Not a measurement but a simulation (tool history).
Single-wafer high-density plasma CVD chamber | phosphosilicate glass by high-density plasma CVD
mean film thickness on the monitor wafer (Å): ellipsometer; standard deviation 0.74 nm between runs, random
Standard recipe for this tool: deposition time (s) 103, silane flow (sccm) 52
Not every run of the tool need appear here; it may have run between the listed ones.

run,hour,deposition time (s),silane flow (sccm),"read-back reference wafer on the same gauge, thickness_nm",mean film thickness on the monitor wafer (Å)
1,0,103,45,465.439,4377.53
2,15.1,103,52,466.019,4940.89
3,22,103,52,465.954,4947.3
4,29.8,103,52,466.249,4941.56
5,44.4,109,52,465.987,5228.33
6,61.7,109,52,466.104,5230.33
7,75.6,109,52,466.225,5244.81
8,90.8,108,55,466.119,5456.2
9,105.6,103,46,466.714,4476.66
10,117.9,103,46,466.278,4473.47
11,126.3,103,46,466.738,4471.19
12,156,103,52,467.085,4950.53
13,167.4,103,52,467.26,4953
14,174.8,103,47,467.369,4557.66
15,217.8,87,52,467.988,4184.65

The next listed run, before its measurement:
16,233.8,114,47,?,?

read-back reference wafer on the same gauge, thickness_nm: 468.379
mean film thickness on the monitor wafer (Å): 5052.41
Minus the tool's unlogged condition, the same run would have read mean film thickness on the monitor wafer (Å) 5016.87.
